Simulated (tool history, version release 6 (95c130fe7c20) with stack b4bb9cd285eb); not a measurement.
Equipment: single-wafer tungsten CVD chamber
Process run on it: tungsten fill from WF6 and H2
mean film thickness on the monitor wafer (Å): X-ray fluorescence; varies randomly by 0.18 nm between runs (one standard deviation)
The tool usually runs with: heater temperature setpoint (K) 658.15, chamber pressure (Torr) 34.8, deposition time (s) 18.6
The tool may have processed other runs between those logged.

run	day	heater temperature setpoint (K)	chamber pressure (Torr)	deposition time (s)	wafers since the last listed run	hours since the last thermocouple change	hours since the last manometer calibration	hours since the showerhead was replaced	hours since the gauge calibration	read-back reference wafer on the same gauge, thickness_nm	mean film thickness on the monitor wafer (Å)
1	0.000	658.15	34.8	17.7	0	1006.6	855.4	6824.7	308.0	42.682	387.58
2	0.700	658.15	34.8	17.7	447	1023.4	872.2	6841.5	324.8	42.727	386.37
3	1.300	658.15	34.8	18.6	383	1037.8	886.6	6855.9	339.2	42.639	404.57
4	1.650	658.15	34.8	18.6	223	1046.2	895.0	6864.3	347.6	42.684	406.01
5	2.133	658.15	34.8	20.0	308	1057.8	906.6	6875.9	359.2	42.666	433.09
6	2.521	658.15	34.8	20.0	247	1067.1	915.9	6885.2	368.5	42.673	436.39
7	2.904	662.15	34.8	18.6	244	1076.3	925.1	6894.4	377.7	42.704	433.28
8	3.592	662.15	34.8	18.6	439	1092.8	941.6	6910.9	394.2	42.726	435.09
9	4.038	669.15	34.8	17.4	284	1103.5	952.3	6921.6	404.9	42.675	459.05
10	4.658	669.15	34.8	17.4	396	1118.4	967.2	6936.5	419.8	42.693	454.64
11	5.058	669.15	34.8	17.4	255	1128.0	976.8	6946.1	429.4	42.685	457.29
12	5.662	658.15	34.8	18.6	385	1142.5	991.3	6960.6	443.9	42.736	402.83
13	6.033	658.15	34.8	18.6	236	1151.4	1000.2	6969.5	452.8	42.741	405.90
14	6.333	658.15	34.8	18.6	191	1158.6	1007.4	6976.7	460.0	42.711	403.64
15	6.838	658.15	34.8	18.6	322	1170.7	1019.5	6988.8	472.1	42.691	401.94
16	7.571	658.15	34.8	18.6	468	1188.3	1037.1	7006.4	489.7	42.599	406.67
# day 8.183: capacitance manometer re-zeroed and calibrated
17	8.275	658.15	34.8	18.6	236	1205.2	2.2	7023.3	506.6	42.720	412.76
# day 9.150: gauge calibrated
18	9.283	665.15	34.8	18.6	644	1229.4	26.4	7047.5	3.2	42.816	464.48
19	9.646	654.15	34.8	20.8	231	1238.1	35.1	7056.2	11.9	42.654	430.46
20	10.221	658.15	34.8	21.8	367	1251.9	48.9	7070.0	25.7	42.803	482.40
21	10.779	663.15	34.8	14.9	356	1265.3	62.3	7083.4	39.1	42.704	357.92
22	11.254	658.15	28.8	21.4	303	1276.7	73.7	7094.8	50.5	42.692	435.27
23	11.892	669.15	28.2	15.5	407	1292.0	89.0	7110.1	65.8	42.777	377.85
# day 13.354: thermocouple changed; heater temperature recalibrated
24	14.058	658.15	34.8	21.4	1171	16.9	141.0	7162.1	117.8	42.709	470.37
25	14.429	644.15	30.2	18.6	236	25.8	149.9	7171.0	126.7	42.669	300.70
# day 15.058: showerhead replaced
26	15.079	658.15	34.8	18.6	202	41.4	165.5	0.5	142.3	42.685	411.20
27	15.579	644.15	42.2	15.9	319	53.4	177.5	12.5	154.3	42.726	297.26
28	16.038	651.15	34.8	18.6	292	64.4	188.5	23.5	165.3	42.573	363.74
29	16.629	658.15	34.8	17.7	377	78.6	202.7	37.7	179.5	42.715	391.12
30	17.162	658.15	34.8	18.6	340	91.4	215.5	50.5	192.3	42.730	410.26
31	17.854	658.15	28.8	21.4	441	108.0	232.1	67.1	208.9	42.653	435.20
32	18.346	658.15	34.8	21.8	314	119.8	243.9	78.9	220.7	42.708	477.62
33	18.950	658.15	34.8	18.6	385	134.3	258.4	93.4	235.2	42.694	409.94
34	19.575	658.15	34.8	18.6	399	149.3	273.4	108.4	250.2	42.701	410.25

Below, some changes in mean film thickness on the monitor wafer (Å) between adjacent runs. For each, the amount present without the hidden state too (settings, incoming material, random variation) and the amount remaining for the hidden state with gauge scatter not shared by both compared results:
Unlogged tool condition in this case: wafer temperature above the value expected at the setpoint (K); true pressure above the setpoint (%); gauge reads high (%).
Run 11 -> 12: heater temperature setpoint (K) 669.15 -> 658.15, deposition time (s) 17.4 -> 18.6. mean film thickness on the monitor wafer (Å) -54.46: hidden state +0.78, all else -55.24.
Run 16 -> 17: capacitance manometer re-zeroed and calibrated. mean film thickness on the monitor wafer (Å) +6.09: hidden state +6.95, all else -0.86.
Run 20 -> 21: heater temperature setpoint (K) 658.15 -> 663.15, deposition time (s) 21.8 -> 14.9. mean film thickness on the monitor wafer (Å) -124.48: hidden state +0.72, all else -125.20.
Run 24 -> 25: heater temperature setpoint (K) 658.15 -> 644.15, chamber pressure (Torr) 34.8 -> 30.2, deposition time (s) 21.4 -> 18.6. mean film thickness on the monitor wafer (Å) -169.67: hidden state +1.04, all else -170.71.
Run 26 -> 27: heater temperature setpoint (K) 658.15 -> 644.15, chamber pressure (Torr) 34.8 -> 42.2, deposition time (s) 18.6 -> 15.9. mean film thickness on the monitor wafer (Å) -113.94: hidden state +0.76, all else -114.70.
